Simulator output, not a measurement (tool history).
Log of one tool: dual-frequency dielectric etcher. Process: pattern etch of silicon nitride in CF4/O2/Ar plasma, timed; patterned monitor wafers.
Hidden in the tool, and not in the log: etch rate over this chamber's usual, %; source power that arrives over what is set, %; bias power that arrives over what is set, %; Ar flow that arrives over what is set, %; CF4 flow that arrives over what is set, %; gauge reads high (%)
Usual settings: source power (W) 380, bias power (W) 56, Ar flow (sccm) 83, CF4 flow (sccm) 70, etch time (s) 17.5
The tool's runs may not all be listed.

| run | hour | source power (W) | bias power (W) | Ar flow (sccm) | CF4 flow (sccm) | etch time (s) | wafers since the last listed run | hours since the last wet clean | hours since the last source power generator calibration | hours since the last bias power generator calibration | hours since the last Ar flow controller change | hours since the last CF4 flow controller change | hours since the last upper electrode change | hours since the gauge calibration | read-back reference wafer on the same gauge, depth_nm | mean etch depth across the wafer (nm) |
|---|---|---|---|---|---|---|---|---|---|---|---|---|---|---|---|---|
| 1 | 0.0 | 380 | 56 | 89 | 70 | 17.5 | 0 | 228.1 | 349.0 | 556.6 | 5033.8 | 703.8 | 281.6 | 1897.6 | 26.71 | 26.76 |
| 2 | 42.5 | 380 | 70 | 83 | 75 | 20.5 | 679 | 270.6 | 391.5 | 599.1 | 5076.3 | 746.3 | 324.1 | 1940.1 | 26.70 | 34.89 |
| 3 | 136.0 | 380 | 65 | 83 | 85 | 14.5 | 1493 | 364.1 | 485.0 | 692.6 | 5169.8 | 839.8 | 417.6 | 2033.6 | 26.70 | 24.26 |
| 4 | 201.9 | 430 | 43 | 70 | 70 | 17.5 | 1052 | 430.0 | 550.9 | 758.5 | 5235.7 | 905.7 | 483.5 | 2099.5 | 26.70 | 28.80 |
| 5 | 268.3 | 380 | 63 | 96 | 70 | 17.5 | 1060 | 496.4 | 617.3 | 824.9 | 5302.1 | 972.1 | 549.9 | 2165.9 | 26.70 | 27.74 |
| 6 | 337.3 | 380 | 65 | 99 | 70 | 17.5 | 1102 | 565.4 | 686.3 | 893.9 | 5371.1 | 1041.1 | 618.9 | 2234.9 | 26.69 | 28.02 |
|  | 425.9 | wet clean of the chamber |
| 7 | 604.7 | 380 | 66 | 75 | 70 | 12.5 | 3888 | 178.8 | 953.7 | 1161.3 | 5638.5 | 1308.5 | 886.3 | 2502.3 | 26.71 | 21.00 |
|  | 615.1 | gauge calibrated |
| 8 | 667.0 | 380 | 56 | 83 | 70 | 17.5 | 995 | 241.1 | 1016.0 | 1223.6 | 5700.8 | 1370.8 | 948.6 | 51.9 | 26.71 | 27.05 |
| 9 | 708.4 | 380 | 56 | 83 | 70 | 17.5 | 661 | 282.5 | 1057.4 | 1265.0 | 5742.2 | 1412.2 | 990.0 | 93.3 | 26.69 | 27.21 |
|  | 768.2 | bias power generator calibrated |
| 10 | 768.7 | 380 | 63 | 75 | 76 | 17.5 | 899 | 342.8 | 1117.7 | 0.5 | 5802.5 | 1472.5 | 1050.3 | 153.6 | 26.70 | 29.06 |
| 11 | 816.8 | 380 | 56 | 77 | 53 | 17.5 | 768 | 390.9 | 1165.8 | 48.6 | 5850.6 | 1520.6 | 1098.4 | 201.7 | 26.70 | 26.70 |
|  | 894.6 | Ar flow controller replaced |
| 12 | 901.0 | 450 | 56 | 83 | 80 | 22.0 | 1249 | 475.1 | 1250.0 | 132.8 | 6.4 | 1604.8 | 1182.6 | 285.9 | 26.70 | 41.04 |
| 13 | 981.9 | 300 | 66 | 83 | 70 | 17.5 | 1292 | 556.0 | 1330.9 | 213.7 | 87.3 | 1685.7 | 1263.5 | 366.8 | 26.70 | 22.50 |
|  | 1006.7 | wet clean of the chamber |
| 14 | 1038.5 | 380 | 56 | 83 | 70 | 17.5 | 520 | 31.8 | 1387.5 | 270.3 | 143.9 | 1742.3 | 1320.1 | 423.4 | 26.70 | 27.18 |
| 15 | 1119.3 | 380 | 42 | 83 | 70 | 17.5 | 1290 | 112.6 | 1468.3 | 351.1 | 224.7 | 1823.1 | 1400.9 | 504.2 | 26.71 | 24.34 |
| 16 | 1189.7 | 430 | 56 | 68 | 70 | 17.5 | 1124 | 183.0 | 1538.7 | 421.5 | 295.1 | 1893.5 | 1471.3 | 574.6 | 26.71 | 31.87 |
| 17 | 1271.5 | 380 | 56 | 83 | 70 | 17.5 | 1306 | 264.8 | 1620.5 | 503.3 | 376.9 | 1975.3 | 1553.1 | 656.4 | 26.71 | 27.23 |
| 18 | 1359.8 | 380 | 56 | 83 | 70 | 17.5 | 1410 | 353.1 | 1708.8 | 591.6 | 465.2 | 2063.6 | 1641.4 | 744.7 | 26.71 | 27.13 |
| 19 | 1437.1 | 380 | 56 | 83 | 56 | 17.5 | 1235 | 430.4 | 1786.1 | 668.9 | 542.5 | 2140.9 | 1718.7 | 822.0 | 26.69 | 26.51 |
| 20 | 1509.5 | 410 | 67 | 83 | 78 | 19.5 | 1156 | 502.8 | 1858.5 | 741.3 | 614.9 | 2213.3 | 1791.1 | 894.4 | 26.71 | 35.49 |
|  | 1526.7 | source power generator calibrated |
| 21 | 1579.5 | 380 | 44 | 104 | 70 | 17.5 | 1054 | 572.8 | 52.8 | 811.3 | 684.9 | 2283.3 | 1861.1 | 964.4 | 26.71 | 23.74 |

Forecast each of these 4 alternatives for the next run:
| A | 1579.9 | 380 | 56 | 83 | 70 | 17.5 | 6 | 573.2 | 53.2 | 811.7 | 685.3 | 2283.7 | 1861.5 | 964.8 | ? | ? |
| B | 1579.9 | 280 | 56 | 95 | 70 | 17.5 | 6 | 573.2 | 53.2 | 811.7 | 685.3 | 2283.7 | 1861.5 | 964.8 | ? | ? |
| C | 1579.9 | 380 | 62 | 83 | 70 | 17.5 | 6 | 573.2 | 53.2 | 811.7 | 685.3 | 2283.7 | 1861.5 | 964.8 | ? | ? |
| D | 1579.9 | 480 | 44 | 83 | 70 | 20.0 | 6 | 573.2 | 53.2 | 811.7 | 685.3 | 2283.7 | 1861.5 | 964.8 | ? | ? |

| run | read-back reference wafer on the same gauge, depth_nm | mean etch depth across the wafer (nm) |
|---|---|---|
| A | 26.70 | 27.13 |
| B | 26.70 | 19.12 |
| C | 26.70 | 28.25 |
| D | 26.70 | 35.92 |
Without the tool's hidden state the same runs would have given:
| run | mean etch depth across the wafer (nm) |
|---|---|
| A | 27.13 |
| B | 19.12 |
| C | 28.25 |
| D | 35.92 |

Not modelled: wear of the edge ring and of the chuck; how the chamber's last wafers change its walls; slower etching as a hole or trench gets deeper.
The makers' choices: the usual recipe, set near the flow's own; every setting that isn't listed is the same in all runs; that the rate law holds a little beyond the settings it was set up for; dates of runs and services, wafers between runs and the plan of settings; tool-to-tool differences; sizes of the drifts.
